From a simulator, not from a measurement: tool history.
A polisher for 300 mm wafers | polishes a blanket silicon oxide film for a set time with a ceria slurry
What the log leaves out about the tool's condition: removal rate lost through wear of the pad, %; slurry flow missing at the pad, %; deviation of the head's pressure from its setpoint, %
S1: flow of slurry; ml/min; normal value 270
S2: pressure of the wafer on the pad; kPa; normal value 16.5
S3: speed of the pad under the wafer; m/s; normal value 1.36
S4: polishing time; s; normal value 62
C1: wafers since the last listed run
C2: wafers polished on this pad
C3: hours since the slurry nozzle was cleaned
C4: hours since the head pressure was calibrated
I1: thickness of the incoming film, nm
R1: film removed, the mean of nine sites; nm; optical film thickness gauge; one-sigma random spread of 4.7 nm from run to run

{"run": 1, "day": 0.0, "S1": 270, "S2": 16.5, "S3": 1.36, "S4": 62, "C1": 0, "C2": 1993, "C3": 345.3, "C4": 333.2, "I1": 1442.8, "R1": 324.5}
{"run": 2, "day": 1.229, "S1": 270, "S2": 16.5, "S3": 1.36, "S4": 62, "C1": 440, "C2": 2433, "C3": 374.8, "C4": 362.7, "I1": 1475.5, "R1": 316.1}
{"run": 3, "day": 2.617, "S1": 270, "S2": 16.5, "S3": 1.36, "S4": 62, "C1": 496, "C2": 2930, "C3": 408.1, "C4": 396.0, "I1": 1468.9, "R1": 320.0}
{"day": 3.712, "done": "worn pad replaced by a new one"}
{"run": 4, "day": 3.733, "S1": 270, "S2": 16.5, "S3": 1.36, "S4": 62, "C1": 340, "C2": 6, "C3": 434.9, "C4": 422.8, "I1": 1445.8, "R1": 300.9}
{"run": 5, "day": 4.55, "S1": 270, "S2": 16.5, "S3": 1.36, "S4": 62, "C1": 292, "C2": 299, "C3": 454.5, "C4": 442.4, "I1": 1465.7, "R1": 296.8}
{"run": 6, "day": 6.004, "S1": 270, "S2": 16.5, "S3": 1.36, "S4": 62, "C1": 520, "C2": 819, "C3": 489.4, "C4": 477.3, "I1": 1449.7, "R1": 293.6}
{"run": 7, "day": 6.679, "S1": 270, "S2": 16.5, "S3": 1.14, "S4": 62, "C1": 241, "C2": 1061, "C3": 505.6, "C4": 493.5, "I1": 1477.6, "R1": 242.3}
{"run": 8, "day": 7.183, "S1": 270, "S2": 16.5, "S3": 1.14, "S4": 62, "C1": 180, "C2": 1242, "C3": 517.7, "C4": 505.6, "I1": 1485.6, "R1": 242.4}
{"day": 7.742, "done": "slurry nozzle cleaned"}
{"run": 9, "day": 7.762, "S1": 270, "S2": 16.5, "S3": 1.14, "S4": 62, "C1": 192, "C2": 1434, "C3": 0.5, "C4": 519.5, "I1": 1479.3, "R1": 242.7}
{"day": 7.946, "done": "head pressure recalibrated"}
{"run": 10, "day": 8.288, "S1": 270, "S2": 14.5, "S3": 1.36, "S4": 62, "C1": 158, "C2": 1592, "C3": 13.1, "C4": 8.2, "I1": 1472.8, "R1": 260.5}
{"run": 11, "day": 9.562, "S1": 270, "S2": 16.5, "S3": 1.36, "S4": 62, "C1": 456, "C2": 2049, "C3": 43.7, "C4": 38.8, "I1": 1460.7, "R1": 294.4}
{"run": 12, "day": 10.562, "S1": 270, "S2": 16.5, "S3": 1.36, "S4": 62, "C1": 358, "C2": 2407, "C3": 67.7, "C4": 62.8, "I1": 1459.2, "R1": 293.2}
{"run": 13, "day": 11.079, "S1": 330, "S2": 16.5, "S3": 1.36, "S4": 62, "C1": 185, "C2": 2592, "C3": 80.1, "C4": 75.2, "I1": 1473.2, "R1": 295.0}
{"run": 14, "day": 12.017, "S1": 330, "S2": 16.5, "S3": 1.36, "S4": 62, "C1": 335, "C2": 2928, "C3": 102.6, "C4": 97.7, "I1": 1462.1, "R1": 284.3}
{"run": 15, "day": 12.95, "S1": 270, "S2": 19.3, "S3": 1.36, "S4": 62, "C1": 334, "C2": 3262, "C3": 125.0, "C4": 120.1, "I1": 1476.8, "R1": 333.6}
{"run": 16, "day": 13.975, "S1": 270, "S2": 14.5, "S3": 1.36, "S4": 42, "C1": 367, "C2": 3629, "C3": 149.6, "C4": 144.7, "I1": 1477.0, "R1": 169.6}
{"run": 17, "day": 14.796, "S1": 270, "S2": 16.5, "S3": 1.36, "S4": 62, "C1": 293, "C2": 3923, "C3": 169.3, "C4": 164.4, "I1": 1476.9, "R1": 278.5}
{"day": 15.338, "done": "worn pad replaced by a new one, repeated, since the last time left the tool worse"}
{"run": 18, "day": 15.358, "S1": 210, "S2": 13.1, "S3": 1.36, "S4": 62, "C1": 141, "C2": 7, "C3": 182.8, "C4": 177.9, "I1": 1481.9, "R1": 267.3}
{"run": 19, "day": 16.429, "S1": 330, "S2": 16.5, "S3": 1.36, "S4": 62, "C1": 383, "C2": 391, "C3": 208.5, "C4": 203.6, "I1": 1451.4, "R1": 336.4}
{"run": 20, "day": 17.162, "S1": 220, "S2": 12.4, "S3": 1.76, "S4": 77, "C1": 262, "C2": 653, "C3": 226.1, "C4": 221.2, "I1": 1452.3, "R1": 406.6}

Forecast run 21:
{"run": 21, "day": 17.875, "S1": 270, "S2": 16.5, "S3": 1.36, "S4": 62, "C1": 255, "C2": 908, "C3": 243.2, "C4": 238.3, "I1": 1489.3, "R1": "?"}

Run 21 measured R1 327.3 nm.
Had the tool carried no hidden state, the very same run would have given R1 338.9 nm.
